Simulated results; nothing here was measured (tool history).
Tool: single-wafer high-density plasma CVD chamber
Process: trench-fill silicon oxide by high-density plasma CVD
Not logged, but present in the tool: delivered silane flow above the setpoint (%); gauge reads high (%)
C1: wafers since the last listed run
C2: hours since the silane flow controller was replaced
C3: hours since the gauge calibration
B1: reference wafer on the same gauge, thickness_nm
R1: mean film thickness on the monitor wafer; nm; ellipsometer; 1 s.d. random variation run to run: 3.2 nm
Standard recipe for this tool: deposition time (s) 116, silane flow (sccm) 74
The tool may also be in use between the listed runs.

{"run": 1, "hour": 0.0, "deposition time (s)": 116, "silane flow (sccm)": 78, "C1": 0, "C2": 4249.3, "C3": 111.5, "B1": 756.935, "R1": 941.939}
{"run": 2, "hour": 10.7, "deposition time (s)": 106, "silane flow (sccm)": 74, "C1": 120, "C2": 4260.0, "C3": 122.2, "B1": 757.234, "R1": 817.614}
{"run": 3, "hour": 25.9, "deposition time (s)": 122, "silane flow (sccm)": 63, "C1": 171, "C2": 4275.2, "C3": 137.4, "B1": 756.904, "R1": 801.916}
{"run": 4, "hour": 70.0, "deposition time (s)": 122, "silane flow (sccm)": 63, "C1": 497, "C2": 4319.3, "C3": 181.5, "B1": 757.472, "R1": 798.651}
{"run": 5, "hour": 98.6, "deposition time (s)": 122, "silane flow (sccm)": 63, "C1": 322, "C2": 4347.9, "C3": 210.1, "B1": 757.003, "R1": 797.932}
{"run": 6, "hour": 110.2, "deposition time (s)": 116, "silane flow (sccm)": 74, "C1": 130, "C2": 4359.5, "C3": 221.7, "B1": 757.23, "R1": 892.222}
{"run": 7, "hour": 127.5, "deposition time (s)": 116, "silane flow (sccm)": 74, "C1": 195, "C2": 4376.8, "C3": 239.0, "B1": 756.854, "R1": 893.41}
{"run": 8, "hour": 135.0, "deposition time (s)": 131, "silane flow (sccm)": 74, "C1": 84, "C2": 4384.3, "C3": 246.5, "B1": 757.158, "R1": 1005.571}
{"hour": 137.4, "done": "gauge calibrated"}
{"run": 9, "hour": 143.4, "deposition time (s)": 131, "silane flow (sccm)": 74, "C1": 94, "C2": 4392.7, "C3": 6.0, "B1": 757.101, "R1": 1011.459}
{"run": 10, "hour": 161.1, "deposition time (s)": 131, "silane flow (sccm)": 74, "C1": 199, "C2": 4410.4, "C3": 23.7, "B1": 756.817, "R1": 1005.7}
{"run": 11, "hour": 172.7, "deposition time (s)": 116, "silane flow (sccm)": 74, "C1": 130, "C2": 4422.0, "C3": 35.3, "B1": 756.519, "R1": 897.043}
{"run": 12, "hour": 186.8, "deposition time (s)": 122, "silane flow (sccm)": 83, "C1": 159, "C2": 4436.1, "C3": 49.4, "B1": 756.967, "R1": 1055.734}
{"run": 13, "hour": 196.7, "deposition time (s)": 116, "silane flow (sccm)": 74, "C1": 111, "C2": 4446.0, "C3": 59.3, "B1": 757.051, "R1": 890.01}
{"run": 14, "hour": 211.0, "deposition time (s)": 116, "silane flow (sccm)": 74, "C1": 161, "C2": 4460.3, "C3": 73.6, "B1": 757.098, "R1": 893.438}
{"run": 15, "hour": 223.5, "deposition time (s)": 116, "silane flow (sccm)": 74, "C1": 140, "C2": 4472.8, "C3": 86.1, "B1": 757.299, "R1": 892.257}
{"run": 16, "hour": 240.8, "deposition time (s)": 124, "silane flow (sccm)": 66, "C1": 195, "C2": 4490.1, "C3": 103.4, "B1": 757.273, "R1": 849.134}
{"run": 17, "hour": 248.1, "deposition time (s)": 116, "silane flow (sccm)": 85, "C1": 82, "C2": 4497.4, "C3": 110.7, "B1": 757.705, "R1": 1022.552}
{"run": 18, "hour": 263.8, "deposition time (s)": 123, "silane flow (sccm)": 69, "C1": 177, "C2": 4513.1, "C3": 126.4, "B1": 757.294, "R1": 879.823}
{"run": 19, "hour": 272.0, "deposition time (s)": 106, "silane flow (sccm)": 74, "C1": 92, "C2": 4521.3, "C3": 134.6, "B1": 756.516, "R1": 818.636}
{"run": 20, "hour": 287.4, "deposition time (s)": 116, "silane flow (sccm)": 74, "C1": 173, "C2": 4536.7, "C3": 150.0, "B1": 756.463, "R1": 896.638}
{"run": 21, "hour": 296.4, "deposition time (s)": 139, "silane flow (sccm)": 64, "C1": 101, "C2": 4545.7, "C3": 159.0, "B1": 757.056, "R1": 919.046}
{"hour": 310.5, "done": "silane flow controller replaced"}
{"run": 22, "hour": 311.0, "deposition time (s)": 135, "silane flow (sccm)": 60, "C1": 74, "C2": 0.5, "C3": 173.6, "B1": 757.531, "R1": 840.169}
{"run": 23, "hour": 317.1, "deposition time (s)": 122, "silane flow (sccm)": 64, "C1": 68, "C2": 6.6, "C3": 179.7, "B1": 757.136, "R1": 809.243}
{"run": 24, "hour": 325.9, "deposition time (s)": 116, "silane flow (sccm)": 86, "C1": 99, "C2": 15.4, "C3": 188.5, "B1": 756.857, "R1": 1035.484}
{"run": 25, "hour": 335.9, "deposition time (s)": 136, "silane flow (sccm)": 74, "C1": 112, "C2": 25.4, "C3": 198.5, "B1": 756.666, "R1": 1045.822}
{"run": 26, "hour": 349.7, "deposition time (s)": 122, "silane flow (sccm)": 63, "C1": 155, "C2": 39.2, "C3": 212.3, "B1": 757.438, "R1": 799.096}
{"run": 27, "hour": 361.9, "deposition time (s)": 137, "silane flow (sccm)": 67, "C1": 137, "C2": 51.4, "C3": 224.5, "B1": 756.8, "R1": 960.159}
{"run": 28, "hour": 369.5, "deposition time (s)": 122, "silane flow (sccm)": 63, "C1": 85, "C2": 59.0, "C3": 232.1, "B1": 756.713, "R1": 800.218}
{"run": 29, "hour": 386.4, "deposition time (s)": 130, "silane flow (sccm)": 60, "C1": 190, "C2": 75.9, "C3": 249.0, "B1": 756.92, "R1": 806.599}
{"run": 30, "hour": 393.3, "deposition time (s)": 116, "silane flow (sccm)": 74, "C1": 77, "C2": 82.8, "C3": 255.9, "B1": 757.051, "R1": 893.967}
{"run": 31, "hour": 404.1, "deposition time (s)": 116, "silane flow (sccm)": 74, "C1": 121, "C2": 93.6, "C3": 266.7, "B1": 756.929, "R1": 892.421}

4 ways to go on from here, each from the tool as it stands after run 31. What would each give?
{"run": "A", "hour": 404.5, "deposition time (s)": 116, "silane flow (sccm)": 74, "C1": 4, "C2": 94.0, "C3": 267.1, "B1": "?", "R1": "?"}
{"run": "B", "hour": 404.5, "deposition time (s)": 132, "silane flow (sccm)": 64, "C1": 4, "C2": 94.0, "C3": 267.1, "B1": "?", "R1": "?"}
{"run": "C", "hour": 404.5, "deposition time (s)": 99, "silane flow (sccm)": 61, "C1": 4, "C2": 94.0, "C3": 267.1, "B1": "?", "R1": "?"}
{"run": "D", "hour": 404.5, "deposition time (s)": 129, "silane flow (sccm)": 87, "C1": 4, "C2": 94.0, "C3": 267.1, "B1": "?", "R1": "?"}

run=A B1=757.601 R1=890.465
run=B B1=757.601 R1=876.357
run=C B1=757.601 R1=626.458
run=D B1=757.601 R1=1164.223
Stripped of hidden state, with their random variation kept, the same runs would have yielded:
run=A R1=890.465
run=B R1=876.357
run=C R1=626.458
run=D R1=1164.223

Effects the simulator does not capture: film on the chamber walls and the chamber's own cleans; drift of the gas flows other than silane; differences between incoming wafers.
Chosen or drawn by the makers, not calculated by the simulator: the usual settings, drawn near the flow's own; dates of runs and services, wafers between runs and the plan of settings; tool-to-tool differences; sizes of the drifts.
